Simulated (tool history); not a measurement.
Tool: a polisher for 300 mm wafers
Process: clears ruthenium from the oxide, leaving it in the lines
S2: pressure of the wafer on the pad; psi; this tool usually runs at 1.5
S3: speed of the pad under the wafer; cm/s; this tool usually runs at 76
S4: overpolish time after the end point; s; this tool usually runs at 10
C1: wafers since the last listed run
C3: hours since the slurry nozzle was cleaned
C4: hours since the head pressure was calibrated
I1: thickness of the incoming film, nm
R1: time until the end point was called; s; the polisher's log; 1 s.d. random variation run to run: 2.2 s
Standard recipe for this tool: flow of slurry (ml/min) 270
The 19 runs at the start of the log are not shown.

run 20 hour=1125.6 | flow_of_slurry_(ml/min)=270 S2=1.2 S3=100 S4=10 | C1=528 wafers_polished_on_this_pad=2987 C3=228.8 C4=704.4 | I1=96.9 | R1=132.4
run 21 hour=1185.3 | flow_of_slurry_(ml/min)=330 S2=1.6 S3=98 S4=13 | C1=659 wafers_polished_on_this_pad=3647 C3=288.5 C4=764.1 | I1=95.1 | R1=98.2
run 22 hour=1214.9 | flow_of_slurry_(ml/min)=270 S2=1.5 S3=76 S4=14 | C1=327 wafers_polished_on_this_pad=3974 C3=318.1 C4=793.7 | I1=96.4 | R1=137.0
run 23 hour=1279.5 | flow_of_slurry_(ml/min)=240 S2=1.9 S3=98 S4=13 | C1=714 wafers_polished_on_this_pad=4688 C3=382.7 C4=858.3 | I1=95.3 | R1=84.8
-- hour=1285.1 worn pad replaced by a new one
run 24 hour=1325.1 | flow_of_slurry_(ml/min)=270 S2=1.5 S3=76 S4=10 | C1=459 wafers_polished_on_this_pad=442 C3=428.3 C4=903.9 | I1=94.0 | R1=133.7
run 25 hour=1350.2 | flow_of_slurry_(ml/min)=270 S2=1.5 S3=76 S4=10 | C1=277 wafers_polished_on_this_pad=720 C3=453.4 C4=929.0 | I1=94.3 | R1=133.6
-- hour=1471.2 head pressure recalibrated
run 26 hour=1542.4 | flow_of_slurry_(ml/min)=315 S2=1.5 S3=76 S4=8 | C1=2102 wafers_polished_on_this_pad=2822 C3=645.6 C4=71.2 | I1=95.3 | R1=145.0
run 27 hour=1587.1 | flow_of_slurry_(ml/min)=270 S2=1.5 S3=76 S4=10 | C1=494 wafers_polished_on_this_pad=3316 C3=690.3 C4=115.9 | I1=96.1 | R1=151.1
-- hour=1614.0 slurry nozzle cleaned
run 28 hour=1618.0 | flow_of_slurry_(ml/min)=270 S2=1.7 S3=76 S4=8 | C1=330 wafers_polished_on_this_pad=3647 C3=4.0 C4=146.8 | I1=96.5 | R1=129.8
run 29 hour=1656.8 | flow_of_slurry_(ml/min)=335 S2=1.5 S3=76 S4=10 | C1=428 wafers_polished_on_this_pad=4076 C3=42.8 C4=185.6 | I1=95.6 | R1=140.2
run 30 hour=1697.4 | flow_of_slurry_(ml/min)=245 S2=1.1 S3=76 S4=12 | C1=448 wafers_polished_on_this_pad=4525 C3=83.4 C4=226.2 | I1=94.4 | R1=192.4
-- hour=1702.3 worn pad replaced by a new one
run 31 hour=1732.1 | flow_of_slurry_(ml/min)=350 S2=1.5 S3=66 S4=10 | C1=339 wafers_polished_on_this_pad=329 C3=118.1 C4=260.9 | I1=94.1 | R1=158.0
run 32 hour=1786.9 | flow_of_slurry_(ml/min)=270 S2=1.5 S3=76 S4=10 | C1=605 wafers_polished_on_this_pad=934 C3=172.9 C4=315.7 | I1=94.1 | R1=145.6
run 33 hour=1816.2 | flow_of_slurry_(ml/min)=270 S2=1.5 S3=76 S4=10 | C1=323 wafers_polished_on_this_pad=1258 C3=202.2 C4=345.0 | I1=95.3 | R1=143.0
run 34 hour=1855.8 | flow_of_slurry_(ml/min)=185 S2=1.9 S3=76 S4=10 | C1=437 wafers_polished_on_this_pad=1696 C3=241.8 C4=384.6 | I1=94.9 | R1=122.1
run 35 hour=2000.1 | flow_of_slurry_(ml/min)=330 S2=1.3 S3=68 S4=15 | C1=1595 wafers_polished_on_this_pad=3291 C3=386.1 C4=528.9 | I1=94.6 | R1=177.5
run 36 hour=2036.8 | flow_of_slurry_(ml/min)=335 S2=1.5 S3=66 S4=10 | C1=405 wafers_polished_on_this_pad=3697 C3=422.8 C4=565.6 | I1=94.2 | R1=157.2
run 37 hour=2073.6 | flow_of_slurry_(ml/min)=270 S2=1.5 S3=76 S4=10 | C1=406 wafers_polished_on_this_pad=4104 C3=459.6 C4=602.4 | I1=94.6 | R1=142.1

Predict each of these 4 candidate next runs independently; none follows another, all start after run 37:
run A hour=2074.1 | flow_of_slurry_(ml/min)=270 S2=1.5 S3=76 S4=10 | C1=5 wafers_polished_on_this_pad=4109 C3=460.1 C4=602.9 | I1=93.8 | R1=?
run B hour=2074.1 | flow_of_slurry_(ml/min)=270 S2=1.9 S3=76 S4=7 | C1=5 wafers_polished_on_this_pad=4109 C3=460.1 C4=602.9 | I1=93.8 | R1=?
run C hour=2074.1 | flow_of_slurry_(ml/min)=195 S2=1.1 S3=76 S4=4 | C1=5 wafers_polished_on_this_pad=4109 C3=460.1 C4=602.9 | I1=93.8 | R1=?
run D hour=2074.1 | flow_of_slurry_(ml/min)=270 S2=1.8 S3=76 S4=10 | C1=5 wafers_polished_on_this_pad=4109 C3=460.1 C4=602.9 | I1=93.8 | R1=?

run=A R1=137.6
run=B R1=108.6
run=C R1=195.8
run=D R1=114.7
Take away the tool's hidden state, keep each run's random variation, and the runs would have read:
run=A R1=141.3
run=B R1=111.6
run=C R1=198.6
run=D R1=117.8
